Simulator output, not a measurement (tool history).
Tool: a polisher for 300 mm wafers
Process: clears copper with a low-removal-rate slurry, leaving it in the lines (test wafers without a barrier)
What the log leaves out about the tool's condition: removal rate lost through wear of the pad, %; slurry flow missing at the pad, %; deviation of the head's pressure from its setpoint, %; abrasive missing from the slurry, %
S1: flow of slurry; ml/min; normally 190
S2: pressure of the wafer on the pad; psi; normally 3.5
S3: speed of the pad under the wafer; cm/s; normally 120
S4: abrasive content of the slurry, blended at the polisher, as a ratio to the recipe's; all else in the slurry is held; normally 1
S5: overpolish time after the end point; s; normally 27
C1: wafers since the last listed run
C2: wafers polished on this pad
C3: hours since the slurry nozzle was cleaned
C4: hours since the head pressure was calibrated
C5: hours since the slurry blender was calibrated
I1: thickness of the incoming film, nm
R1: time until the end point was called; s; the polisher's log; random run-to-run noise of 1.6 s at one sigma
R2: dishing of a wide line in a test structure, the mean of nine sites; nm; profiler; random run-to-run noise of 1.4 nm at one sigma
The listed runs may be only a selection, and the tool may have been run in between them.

run    hour   S1   S2   S3    S4  S5   C1    C2     C3      C4     C5     I1     R1     R2
  1       0  190  3.5  120  1.15  27    0  1376     11     622  169.6  375.9  108.4   62.8
  2    36.1  190  3.5  120     1  27  250  1626   47.1   658.1  205.7  381.3    116   56.8
       63.4  -- worn pad replaced by a new one
       75.1  -- slurry blender recalibrated
  3    95.5  190  3.5  120     1  27  370   208  106.5   717.5   20.4  383.3   92.7   68.5
  4   135.4  190  3.5  120     1  27  276   485  146.4   757.4   60.3  371.1   98.4   66.6
  5   188.1  190  3.5  120     1  27  365   851  199.1   810.1    113  377.4  107.7   64.3
  6   253.4  220  3.5  120     1  27  453  1304  264.4   875.4  178.3  373.5    106   60.5
      272.4  -- worn pad replaced by a new one
      294.5  -- slurry blender recalibrated
  7   305.9  190  3.5  120     1  27  322   218  316.9   927.9   11.4  379.7   93.4   67.3
  8   430.4  190  3.5  120     1  27  864  1082  441.4  1052.4  135.9  378.3  108.2   58.4
      472.1  -- head pressure recalibrated
  9   491.3  190  3.5  120     1  27  408  1491  502.3    19.2  196.8  376.4  119.6   57.2
      496.8  -- worn pad replaced by a new one
 10   530.8  190  3.5  120  0.85  27  246   236  541.8    58.7  236.3    379  111.7     61
      546.8  -- slurry blender recalibrated
 11   598.1  190  3.5  120  0.85  27  453   689  609.1     126   51.3  378.3  100.8   63.2
 12   644.2  190  3.5  120     1  27  319  1009  655.2   172.1   97.4  378.3  105.4     61
 13   669.6  190  3.5  120  1.15  27  176  1185  680.6   197.5  122.8  382.9  103.9   65.2
        702  -- slurry nozzle cleaned
 14   713.3  190  3.5  120     1  27  296  1482   11.3   241.2  166.5  380.4  110.2   59.9
 15   761.6  190  3.5  120     1  27  335  1817   59.6   289.5  214.8  379.5  119.3   56.1
      769.1  -- worn pad replaced by a new one
 16   790.4  190  3.5  120     1  27  172   147   88.4   318.3  243.6  383.5  102.6   66.9
      801.9  -- slurry blender recalibrated
 17   840.9  190  3.5  120     1  27  336   484  138.9   368.8     39  380.4   92.5     70
 18   879.4  190  4.1   96   0.8  27  267   751  177.4   407.3   77.5  380.6  113.9   56.1
 19   907.4  140  3.5   94  1.15  27  194   945  205.4   435.3  105.5  380.3  127.1   52.6
 20   941.8  190  3.5  162     1  41  238  1184  239.8   469.7  139.9  384.6   78.9  103.7
      976.4  -- worn pad replaced by a new one
 21  1004.8  190  3.5  120   1.2  20  409   196  302.8   532.7  202.9  382.2   96.7   52.3
     1054.8  -- slurry blender recalibrated
 22  1055.3  140  3.5  120     1  27  336   533  353.3   583.2    0.5  376.6   96.8   67.9
 23  1123.5  230  4.3   96  0.85  27  473  1007  421.5   651.4   68.7  376.9  112.4   60.9
 24  1167.6  190  3.5  108     1  27  306  1313  465.6   695.5  112.8  383.7  121.5   55.1
 25  1193.9  245  2.5  120     1  27  182  1495  491.9   721.8  139.1  382.8    139   49.1

List, for all runs, the conditions of the tool that the log does not record:
slurry flow missing at the pad, %: 0 across all the runs
deviation of the head's pressure from its setpoint, %: 0 across all the runs
H1: removal rate lost through wear of the pad, %
H2: abrasive missing from the slurry, %
run     H1    H2
  1   9.42  35.2
  2   12.7  36.8
  3  0.405  13.7
  4   1.28  24.6
  5   3.46  32.7
  6   7.79  37.5
  7   2.19  10.4
  8   7.21  34.8
  9     12  38.3
 10  0.942  39.4
 11   2.86    18
 12   5.27  26.2
 13   6.98  29.1
 14   10.6  32.3
 15   15.5  34.3
 16  0.741    35
 17   1.73  15.3
 18    3.2  23.7
 19   4.67  27.7
 20   6.92    31
 21   1.19  34.4
 22   2.33   4.3
 23   5.57  24.7
 24   8.71  31.1
 25     11  33.5
